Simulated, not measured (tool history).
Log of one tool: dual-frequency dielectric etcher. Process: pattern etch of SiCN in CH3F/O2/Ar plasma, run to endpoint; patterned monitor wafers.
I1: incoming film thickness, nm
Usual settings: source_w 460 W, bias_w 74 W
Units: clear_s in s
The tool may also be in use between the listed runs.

Run 1, hour 0: usual settings; I1 11.38. Result: clear_s 29.7 s.
Run 2, hour 42: usual settings; I1 11.44. Result: clear_s 29.7 s.
Run 3, hour 238: usual settings; I1 11.48. Result: clear_s 30 s.
Run 4, hour 344.5: usual settings; I1 11.44. Result: clear_s 30 s.
Run 5, hour 408.3: usual settings; I1 11.39. Result: clear_s 29.6 s.
Run 6, hour 473.3: usual settings; I1 11.41. Result: clear_s 30 s.
At hour 547.9: wet clean of the chamber.
Run 7, hour 548.4: usual settings; I1 11.47. Result: clear_s 30.1 s.
Run 8, hour 631.1: usual settings; I1 11.4. Result: clear_s 29.9 s.
Run 9, hour 717.8: usual settings; I1 11.55. Result: clear_s 30.1 s.
Run 10, hour 919.6: usual settings; I1 11.52. Result: clear_s 30.2 s.
At hour 936.8: source power generator calibrated.
Run 11, hour 1007.6: usual settings; I1 11.32. Result: clear_s 28.1 s.
Run 12, hour 1094.8: usual settings; I1 11.46. Result: clear_s 28.2 s.
At hour 1151.3: wet clean of the chamber.
Run 13, hour 1154.6: usual settings; I1 11.39. Result: clear_s 28.4 s.
Run 14, hour 1247.8: usual settings but source_w 420 W; I1 11.37. Result: clear_s 30 s.
Run 15, hour 1334: usual settings but source_w 420 W; I1 11.4. Result: clear_s 30.3 s.
Run 16, hour 1427.3: usual settings but source_w 390 W, bias_w 57 W; I1 11.42. Result: clear_s 33.5 s.
At hour 1467.7: source power generator calibrated, repeated, since the last time left the tool worse.
Run 17, hour 1508.2: usual settings but source_w 390 W, bias_w 88 W; I1 11.27. Result: clear_s 30.8 s.
At hour 1612.1: upper electrode replaced.
Run 18, hour 1612.4: usual settings but source_w 510 W, bias_w 89 W; I1 11.51. Result: clear_s 26.6 s.
At hour 1640.7: wet clean of the chamber.
Run 19, hour 1706.4: usual settings but source_w 510 W, bias_w 89 W; I1 11.35. Result: clear_s 26.7 s.
Run 20, hour 1794.1: usual settings but bias_w 63 W; I1 11.41. Result: clear_s 30.4 s.
Run 21, hour 1900.1: usual settings but source_w 340 W, bias_w 57 W; I1 11.29. Result: clear_s 37.9 s.
Run 22, hour 1951.4: usual settings but source_w 510 W; I1 11.4. Result: clear_s 28.2 s.
At hour 2100: bias power generator calibrated.
Run 23, hour 2224.3: usual settings but source_w 490 W, bias_w 79 W; I1 11.45. Result: clear_s 29 s.
At hour 2253.8: wet clean of the chamber.
Run 24, hour 2264.5: usual settings but source_w 390 W, bias_w 79 W; I1 11.41. Result: clear_s 32.5 s.
Run 25, hour 2358.9: usual settings; I1 11.31. Result: clear_s 29.5 s.
Run 26, hour 2413.6: usual settings but source_w 540 W, bias_w 61 W; I1 11.36. Result: clear_s 28.3 s.
Run 27, hour 2461.2: usual settings but source_w 400 W, bias_w 79 W; I1 11.47. Result: clear_s 31.8 s.
Run 28, hour 2568.5: usual settings but source_w 500 W, bias_w 92 W; I1 11.3. Result: clear_s 26.5 s.
Run 29, hour 2640.5: usual settings; I1 11.36. Result: clear_s 30 s.
Run 30, hour 2739.1: usual settings; I1 11.39. Result: clear_s 29.7 s.
Run 31, hour 2792.9: usual settings but bias_w 62 W; I1 11.42. Result: clear_s 31.4 s.

4 ways to go on from here, each from the tool as it stands after run 31. What would each give?
Run A, hour 2793.3: usual settings; I1 11.35. Result: clear_s ?.
Run B, hour 2793.3: usual settings but source_w 490 W; I1 11.35. Result: clear_s ?.
Run C, hour 2793.3: usual settings but source_w 400 W; I1 11.35. Result: clear_s ?.
Run D, hour 2793.3: usual settings but source_w 370 W, bias_w 91 W; I1 11.35. Result: clear_s ?.

run  clear_s
  A     29.9
  B     28.8
  C     32.7
  D     32.8
Without the tool's hidden state the same runs would have given:
run  clear_s
  A     29.1
  B       28
  C     31.8
  D     31.9

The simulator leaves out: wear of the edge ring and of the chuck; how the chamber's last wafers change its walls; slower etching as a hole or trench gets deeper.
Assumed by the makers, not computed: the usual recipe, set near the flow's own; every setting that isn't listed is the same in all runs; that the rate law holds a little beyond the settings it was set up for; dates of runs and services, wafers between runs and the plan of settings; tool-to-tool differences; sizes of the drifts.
